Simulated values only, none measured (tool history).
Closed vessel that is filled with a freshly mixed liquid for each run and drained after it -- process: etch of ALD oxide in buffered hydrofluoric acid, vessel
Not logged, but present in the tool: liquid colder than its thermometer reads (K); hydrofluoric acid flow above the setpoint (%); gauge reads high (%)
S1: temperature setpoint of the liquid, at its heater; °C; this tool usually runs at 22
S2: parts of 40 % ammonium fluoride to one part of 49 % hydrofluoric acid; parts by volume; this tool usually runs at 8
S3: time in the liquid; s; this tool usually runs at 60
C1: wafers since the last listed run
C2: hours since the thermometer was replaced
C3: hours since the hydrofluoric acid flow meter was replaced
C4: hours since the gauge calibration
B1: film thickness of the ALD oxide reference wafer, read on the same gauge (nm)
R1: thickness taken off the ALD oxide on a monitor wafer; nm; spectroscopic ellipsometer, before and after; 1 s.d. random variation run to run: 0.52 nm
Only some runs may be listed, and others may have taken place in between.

run     day    S1   S2  S3    C1     C2      C3     C4     B1      R1
  1       0    22    8  60     0  566.1    1804  698.2  79.99  150.04
  2   0.638    22    8  60  2082  581.4  1819.3  713.5     80  150.34
  3   1.225  20.5    8  60  1919  595.5  1833.4  727.6  79.98  137.83
  4   3.283  20.5    8  60  6723  644.9  1882.8    777  80.04   137.5
  5   3.892    23    8  60  1987  659.5  1897.4  791.6  80.02  159.01
  6    4.15    23    8  60   843  665.7  1903.6  797.8  79.99  158.54
  7   4.888    22    8  60  2409  683.4  1921.3  815.5     80  149.49
  8   5.567    22    8  60  2218  699.7  1937.6  831.8  79.99  149.51
  9   5.921    22    8  60  1156  708.2  1946.1  840.3     80  149.83
 10   6.388    22    8  60  1524  719.4  1957.3  851.5  79.99  150.05
 11   6.654    22    8  60   871  725.8  1963.7  857.9  80.01  149.74
 12     7.4    18    6  60  2436  743.7  1981.6  875.8  79.99  157.64
      7.762  -- gauge calibrated
 13   8.096  19.5  6.5  35  2272  760.4  1998.3      8     80   93.75
 14   8.604    22    7  60  1660  772.6  2010.5   20.2  79.98   172.3
 15   8.967    24    7  85  1184  781.3  2019.2   28.9  79.99  273.94
 16   9.608    22    8  80  2096  796.7  2034.6   44.3     80  200.93
      9.954  -- hydrofluoric acid flow meter replaced
 17  10.304    22    8  60  2136  813.4     8.4     61  80.01  150.36
 18  10.612  26.5  5.5  50  1007  820.8    15.8   68.4  79.99  226.94
 19  11.012    22    8  60  1306  830.4    25.4     78  80.01  149.95
 20  11.704    22    8  60  2259    847      42   94.6  80.02  150.36
 21  12.188    24   10  50  1578  858.6    53.6  106.2  79.99  115.06
 22  12.921    24    6  90  2395  876.2    71.2  123.8  79.99   331.9
 23  13.542  17.5    8  60  2027  891.1    86.1  138.7     80  116.28
 24  14.238  25.5    7  70  2272  907.8   102.8  155.4  80.03  242.19
     14.525  -- thermometer replaced
 25  14.712    22   11  60  1415    4.5   114.2  166.8     80  112.85
 26  15.338    22    8  95  2041   19.5   129.2  181.8  79.98  237.66
 27  15.671    26    8  40  1088   27.5   137.2  189.8     80  124.75
 28  16.558    22    8  60  2899   48.8   158.5  211.1  80.01  149.84
 29  17.196    22    8  60  2082   64.1   173.8  226.4  80.02  149.38
 30    17.5    18  5.5  45   993   71.4   181.1  233.7     80  128.15
 31  18.017    22    8  60  1687   83.8   193.5  246.1  80.01  149.38
 32  18.588    22    8  60  1864   97.5   207.2  259.8  80.01   149.7
 33  19.033  19.5   10  60  1456  108.2   217.9  270.5  80.03  107.76
 34  19.646    22    8  60  2000  122.9   232.6  285.2  80.01  150.39
 35  20.071    22    8  60  1388  133.1   242.8  295.4  80.03   149.6

Take each entry between the runs: how does the hidden state at the last listed run before it differ from the hidden state at the first listed run after it?
Run 12 -> run 13: gauge calibrated (day 7.762)
  no difference in the tool's unlogged condition between these two runs
Run 16 -> run 17: hydrofluoric acid flow meter replaced (day 9.954)
  no difference in the tool's unlogged condition between these two runs
Run 24 -> run 25: thermometer replaced (day 14.525)
  no difference in the tool's unlogged condition between these two runs

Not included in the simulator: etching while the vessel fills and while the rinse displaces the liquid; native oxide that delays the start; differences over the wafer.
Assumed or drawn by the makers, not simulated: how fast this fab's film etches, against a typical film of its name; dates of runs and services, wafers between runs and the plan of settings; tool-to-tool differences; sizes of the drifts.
